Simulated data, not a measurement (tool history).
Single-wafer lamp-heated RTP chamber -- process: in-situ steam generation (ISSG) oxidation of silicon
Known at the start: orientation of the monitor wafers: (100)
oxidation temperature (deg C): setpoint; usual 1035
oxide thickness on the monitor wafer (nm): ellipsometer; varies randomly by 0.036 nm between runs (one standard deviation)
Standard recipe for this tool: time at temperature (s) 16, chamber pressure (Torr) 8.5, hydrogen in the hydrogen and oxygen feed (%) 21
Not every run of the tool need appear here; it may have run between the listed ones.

run	hour	oxidation temperature (deg C)	time at temperature (s)	chamber pressure (Torr)	hydrogen in the hydrogen and oxygen feed (%)	read-back reference wafer on the same gauge, thickness	oxide thickness on the monitor wafer (nm)
1	0	1035	12	8.5	21	7.323	5.374
2	93.6	1035	16	9.7	21	7.3	6.134
3	209.9	1035	16	9.7	21	7.297	6.082
# hour 254.5: pyrometer window cleaned and pyrometer calibrated
4	271.3	1035	16	8.5	24	7.286	6.329
5	334.2	1035	16	8.5	21	7.282	6.204
6	441.3	1035	16	8.5	21	7.26	6.209
7	537.1	1035	16	8.5	21	7.239	6.163
8	587.1	1035	16	8.5	21	7.237	6.145
9	875.3	1035	16	8.5	21	7.148	6.043
# hour 888.3: pyrometer window cleaned and pyrometer calibrated
10	981.4	1035	16	8.5	21	7.119	6.008
11	1046.5	1035	16	8.5	21	7.098	5.971
# hour 1087.3: pressure gauge zeroed
# hour 1097.8: hydrogen flow controller replaced
12	1098.3	1035	16	8.5	21	7.074	5.951
13	1147	1035	17	8.5	21	7.053	6.165
# hour 1199.3: gauge calibrated
14	1210.4	1035	17	8.5	21	7.321	6.455
15	1301.4	1035	16	8.5	21	7.314	6.214
16	1374.1	1035	16	8.5	21	7.319	6.215
# hour 1470.4: pyrometer window cleaned and pyrometer calibrated
17	1625.5	1035	16	8.5	21	7.298	6.207
18	1735.1	1035	16	8.5	21	7.276	6.181
19	1782.9	1052	16	8.5	21	7.269	6.698
20	1873.6	1035	16	10	12	7.257	5.33
21	1942.4	1035	16	8.5	21	7.243	6.114
22	2013.2	1017	20	9.9	16	7.233	5.819
23	2098.1	1052	14	8.5	27	7.211	6.647
# hour 2120.1: pyrometer window cleaned and pyrometer calibrated
24	2396.2	1035	18	8.5	21	7.13	6.437
25	2479.7	1025	10	7.8	31	7.097	5.188
26	2585.1	1035	16	8.5	21	7.055	5.939
# hour 2619.8: pyrometer window cleaned and pyrometer calibrated
27	2667.2	1035	16	8.5	21	7.035	5.981
28	2717.2	1015	16	9.4	21	7.003	5.359
# hour 2790.8: gauge calibrated
29	2815.4	1022	16	8.5	21	7.338	5.832
30	2913.7	1021	12	8.5	27	7.349	5.478

Run-by-run hidden state of the tool:
true wafer temperature minus pyrometer reading, K: 0, the same for each run
true pressure minus gauge reading, Torr: 0, the same for each run
deviation of the hydrogen flow from its setpoint, %: 0, the same for each run
H1: gauge reads high (%)
run	H1
1	-0.195
2	-0.3
3	-0.476
4	-0.589
5	-0.719
6	-0.974
7	-1.24
8	-1.39
9	-2.44
10	-2.9
11	-3.2
12	-3.46
13	-3.7
14	-0.144
15	-0.163
16	-0.2
17	-0.477
18	-0.67
19	-0.768
20	-0.977
21	-1.16
22	-1.36
23	-1.62
24	-2.77
25	-3.15
26	-3.66
27	-4.09
28	-4.37
29	0.234
30	0.207

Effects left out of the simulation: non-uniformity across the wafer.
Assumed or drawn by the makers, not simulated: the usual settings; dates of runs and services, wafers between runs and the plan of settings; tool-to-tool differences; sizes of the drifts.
